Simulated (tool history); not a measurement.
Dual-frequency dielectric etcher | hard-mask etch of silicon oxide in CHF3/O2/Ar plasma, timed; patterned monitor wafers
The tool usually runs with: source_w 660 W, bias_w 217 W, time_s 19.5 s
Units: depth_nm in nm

run,day,source_w,bias_w,time_s,wafers since the last listed run,hours since the last wet clean,hours since the last source power generator calibration,hours since the last bias power generator calibration,hours since the last upper electrode change,hours since the gauge calibration,"read-back reference wafer on the same gauge, depth_nm",depth_nm
1,0,550,252,19.5,0,194.9,2976.3,3387.7,5972.5,155,45.79,36.22
2,1.104,550,252,19.5,379,221.4,3002.8,3414.2,5999,181.5,45.81,36.18
3,2.238,660,217,19.5,389,248.6,3030,3441.4,6026.2,208.7,45.78,38
4,2.929,660,217,19.5,237,265.2,3046.6,3458,6042.8,225.3,45.84,37.97
5,3.812,660,217,19.5,303,286.4,3067.8,3479.2,6064,246.5,45.77,37.9
6,5.138,660,217,19.5,455,318.2,3099.6,3511,6095.8,278.3,45.78,38
7,6.404,660,217,19.5,435,348.6,3130,3541.4,6126.2,308.7,45.77,37.89
# day 7.15: gauge calibrated
8,7.212,660,239,19.5,278,368,3149.4,3560.8,6145.6,1.5,45.81,39.08
# day 8.671: wet clean of the chamber
9,8.692,790,217,19.5,164,0.5,3184.9,3596.3,6181.1,37,45.8,41.66
10,8.992,790,217,19.5,103,7.7,3192.1,3603.5,6188.3,44.2,45.78,41.65
# day 10.379: upper electrode replaced
11,10.4,780,233,24,140,41.5,3225.9,3637.3,0.5,78,45.79,52.08
# day 11.062: source power generator calibrated
12,11.083,520,217,23,177,57.9,0.5,3653.7,16.9,94.4,45.8,39.64
# day 12.171: bias power generator calibrated
13,12.454,660,217,19.5,414,90.8,33.4,6.8,49.8,127.3,45.78,38.01
14,13.917,660,250,19.5,503,125.9,68.5,41.9,84.9,162.4,45.81,39.71
15,15.25,810,217,19.5,458,157.9,100.5,73.9,116.9,194.4,45.81,42.15
16,16.129,530,257,16,302,179,121.6,95,138,215.5,45.83,29.33
17,17.138,660,217,19.5,346,203.2,145.8,119.2,162.2,239.7,45.8,38.03
18,17.742,710,268,24,207,217.7,160.3,133.7,176.7,254.2,45.81,51.88
19,18.712,530,263,23.5,333,241,183.6,157,200,277.5,45.83,43.39
20,20.175,660,217,19.5,503,276.1,218.7,192.1,235.1,312.6,45.81,37.96
# day 20.7: gauge calibrated
21,20.742,560,167,22.5,194,289.7,232.3,205.7,248.7,1,45.81,37.05

What if the next run were any one of these 3? Each begins from the tool's condition after run 21:
A,20.758,660,217,19.5,5,290.1,232.7,206.1,249.1,1.4,?,?
B,20.758,510,186,19.5,5,290.1,232.7,206.1,249.1,1.4,?,?
C,20.758,660,261,19.5,5,290.1,232.7,206.1,249.1,1.4,?,?

run,"read-back reference wafer on the same gauge, depth_nm",depth_nm
A,45.8,37.97
B,45.8,31.58
C,45.8,40.22
The same runs, with their run-to-run variation unchanged, on a tool lacking any hidden condition would have given:
run,depth_nm
A,38.18
B,31.76
C,40.45
